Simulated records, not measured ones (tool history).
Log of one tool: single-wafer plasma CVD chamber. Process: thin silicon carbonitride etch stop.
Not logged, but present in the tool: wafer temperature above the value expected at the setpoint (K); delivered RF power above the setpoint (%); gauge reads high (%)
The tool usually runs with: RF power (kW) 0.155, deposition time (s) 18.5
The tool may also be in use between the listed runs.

run	hour	RF power (kW)	deposition time (s)	wafers since the last listed run	hours since the last thermocouple change	hours since the last RF generator calibration	hours since the showerhead was replaced	hours since the gauge calibration	read-back reference wafer on the same gauge, thickness_nm	mean film thickness on the monitor wafer (nm)
1	0	0.17	18.5	0	547.2	2006.8	3806.3	413.6	11.898	10.183
2	61.9	0.175	16.2	1465	609.1	2068.7	3868.2	475.5	11.903	8.984
3	116.8	0.175	16.2	1300	664	2123.6	3923.1	530.4	11.893	9.015
# hour 156.8: RF generator calibrated
4	203.5	0.155	16.3	1863	750.7	46.7	4009.8	617.1	11.895	8.876
5	281.6	0.155	16.3	1849	828.8	124.8	4087.9	695.2	11.889	8.907
6	358.6	0.155	16.3	1823	905.8	201.8	4164.9	772.2	11.911	8.837
7	442.7	0.155	18.5	1991	989.9	285.9	4249	856.3	11.902	10.008
8	541.6	0.155	18.5	2342	1088.8	384.8	4347.9	955.2	11.901	10.047
9	579.8	0.155	17.5	904	1127	423	4386.1	993.4	11.911	9.474
10	717	0.175	21.1	3249	1264.2	560.2	4523.3	1130.6	11.904	11.691
11	801.6	0.175	21.1	2003	1348.8	644.8	4607.9	1215.2	11.905	11.731
12	860.3	0.155	17.2	1390	1407.5	703.5	4666.6	1273.9	11.89	9.301
13	945.8	0.155	17.2	2024	1493	789	4752.1	1359.4	11.907	9.31
14	1048.1	0.155	18.5	2422	1595.3	891.3	4854.4	1461.7	11.9	10.003
15	1144.5	0.155	18.5	2282	1691.7	987.7	4950.8	1558.1	11.904	10.026
16	1259.5	0.155	18.5	2723	1806.7	1102.7	5065.8	1673.1	11.897	10.014
17	1300.4	0.155	18.5	968	1847.6	1143.6	5106.7	1714	11.905	10.08
18	1624.3	0.135	21.8	7670	2171.5	1467.5	5430.6	2037.9	11.913	11.497
19	1666.1	0.135	20.8	989	2213.3	1509.3	5472.4	2079.7	11.903	10.863
20	1724.1	0.17	16.8	1373	2271.3	1567.3	5530.4	2137.7	11.893	9.203
21	1780.6	0.145	18.5	1338	2327.8	1623.8	5586.9	2194.2	11.901	9.866
22	1817.8	0.18	16.9	880	2365	1661	5624.1	2231.4	11.9	9.382
23	1884.2	0.155	18.5	1572	2431.4	1727.4	5690.5	2297.8	11.908	9.956
# hour 1963.2: RF generator calibrated
# hour 1971.5: showerhead replaced
24	1977.7	0.155	20.7	1835	2524.9	14.5	6.2	2391.3	11.892	10.99
# hour 2002.1: gauge calibrated
25	2044.7	0.155	18.5	1586	2591.9	81.5	73.2	42.6	11.9	9.886
26	2081.1	0.17	20.5	862	2628.3	117.9	109.6	79	11.902	11.172
27	2181	0.155	18.5	2365	2728.2	217.8	209.5	178.9	11.888	9.856
# hour 2251.9: thermocouple changed; heater temperature recalibrated
28	2286.2	0.155	21.9	2301	34.3	323	314.7	284.1	11.907	11.692
29	2382.5	0.155	18.5	2280	130.6	419.3	411	380.4	11.902	9.823
30	2467	0.14	16.1	2001	215.1	503.8	495.5	464.9	11.903	8.437
31	2551.7	0.155	18.5	2005	299.8	588.5	580.2	549.6	11.91	9.88
# hour 2591.8: RF generator calibrated, repeated, since the last time left the tool worse
32	2708.1	0.17	20.6	3514	456.2	116.3	736.6	706	11.898	11.35
33	2791	0.175	21.8	1963	539.1	199.2	819.5	788.9	11.9	12.088
34	2891.5	0.125	16.6	2380	639.6	299.7	920	889.4	11.899	8.602
35	2963.9	0.18	20.2	1714	712	372.1	992.4	961.8	11.897	11.345

Here are 4 independent what-if runs from the current tool condition. What would each one return?
A	2964.3	0.18	18.5	9	712.4	372.5	992.8	962.2	?	?
B	2964.3	0.185	16.9	9	712.4	372.5	992.8	962.2	?	?
C	2964.3	0.155	16.7	9	712.4	372.5	992.8	962.2	?	?
D	2964.3	0.14	15.8	9	712.4	372.5	992.8	962.2	?	?

run	read-back reference wafer on the same gauge, thickness_nm	mean film thickness on the monitor wafer (nm)
A	11.906	10.328
B	11.906	9.492
C	11.906	9.029
D	11.906	8.364
With no hidden state in the tool, these same runs would have given:
run	mean film thickness on the monitor wafer (nm)
A	10.381
B	9.54
C	9.075
D	8.407
